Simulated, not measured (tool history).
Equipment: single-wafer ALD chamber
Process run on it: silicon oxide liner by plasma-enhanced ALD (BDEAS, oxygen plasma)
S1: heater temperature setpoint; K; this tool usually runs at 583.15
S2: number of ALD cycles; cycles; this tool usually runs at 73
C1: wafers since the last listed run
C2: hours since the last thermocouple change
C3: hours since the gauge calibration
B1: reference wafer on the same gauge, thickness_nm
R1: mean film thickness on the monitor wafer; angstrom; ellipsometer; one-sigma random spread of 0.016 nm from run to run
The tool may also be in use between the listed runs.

run     day      S1  S2   C1      C2      C3     B1     R1
  1   0.000  583.15  73    0  1769.9   829.8  5.808  62.60
  2   1.529  583.15  73  108  1806.6   866.5  5.799  62.89
  3   3.658  583.15  73  151  1857.7   917.6  5.801  62.24
  4   5.229  583.15  73  111  1895.4   955.3  5.802  62.62
  5   6.279  583.15  73   74  1920.6   980.5  5.805  62.65
  6   8.125  578.15  73  131  1964.9  1024.8  5.793  62.90
  7   9.658  578.15  73  108  2001.7  1061.6  5.800  62.92
  8  13.042  583.15  64  240  2082.9  1142.8  5.801  54.95
  9  14.821  583.15  73  126  2125.6  1185.5  5.801  62.61
 10  19.642  583.15  73  342  2241.3  1301.2  5.803  62.69
     21.425  -- gauge calibrated
 11  22.379  583.15  73  194  2307.0    22.9  5.791  62.64
 12  24.604  575.15  73  157  2360.4    76.3  5.804  63.52
 13  25.700  575.15  73   77  2386.7   102.6  5.806  63.07
 14  27.600  575.15  73  134  2432.3   148.2  5.801  63.01
     28.042  -- thermocouple changed; heater temperature recalibrated
 15  29.888  596.15  87  138    44.3   203.1  5.801  73.66
 16  31.467  583.15  73  112    82.2   241.0  5.804  62.36
 17  33.488  583.15  79  143   130.7   289.5  5.804  67.80
 18  35.675  589.15  64  155   183.2   342.0  5.795  54.54
 19  37.071  592.15  73   99   216.7   375.5  5.801  61.70
 20  38.142  597.15  73   76   242.4   401.2  5.806  61.48
 21  41.379  583.15  73  229   320.1   478.9  5.799  62.56
 22  43.983  589.15  61  184   382.6   541.4  5.804  51.91

Estimate the outcome of run 23 from the log above:
 23  45.742  573.15  80  124  424.8  583.6   ?   ?

B1: 5.795
R1: 69.39 angstrom
With no hidden state in the tool, this same run would have given R1 69.39 angstrom.
